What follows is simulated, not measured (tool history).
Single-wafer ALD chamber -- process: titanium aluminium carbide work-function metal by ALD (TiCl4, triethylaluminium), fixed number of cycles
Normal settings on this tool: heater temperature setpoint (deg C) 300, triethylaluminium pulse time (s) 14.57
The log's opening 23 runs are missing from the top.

run    hour  heater temperature setpoint (deg C)  triethylaluminium pulse time (s)  read-back reference wafer on the same gauge, thickness_nm  mean film thickness on the monitor wafer (nm)
     1799.1  -- showerhead replaced
 24  1898.7                                  300                             14.57                                                      1.791                                          1.825
 25  1973.1                                  300                             14.57                                                      1.789                                          1.847
     2031.6  -- triethylaluminium bottle replaced
 26  2032.1                                  294                             19.42                                                      1.789                                          1.788
 27  2160.8                                  311                             16.89                                                      1.792                                          1.939
 28  2451.9                                  312                             11.88                                                      1.791                                          1.908
 29  2524.7                                  295                             11.69                                                      1.792                                          1.744
 30  2659.3                                  312                             14.57                                                      1.791                                          1.924
 31  2747.1                                  288                             19.35                                                      1.791                                           1.73
 32  2848.1                                  295                             16.35                                                      1.787                                          1.804

The next listed run, before its measurement:
 33  2887.6                                  300                                17                                                          ?                                              ?

{"run 33": {"read-back reference wafer on the same gauge, thickness_nm": 1.793, "mean film thickness on the monitor wafer (nm)": 1.839}}
The same run, on a tool lacking any hidden state, would have yielded mean film thickness on the monitor wafer (nm) 1.839.
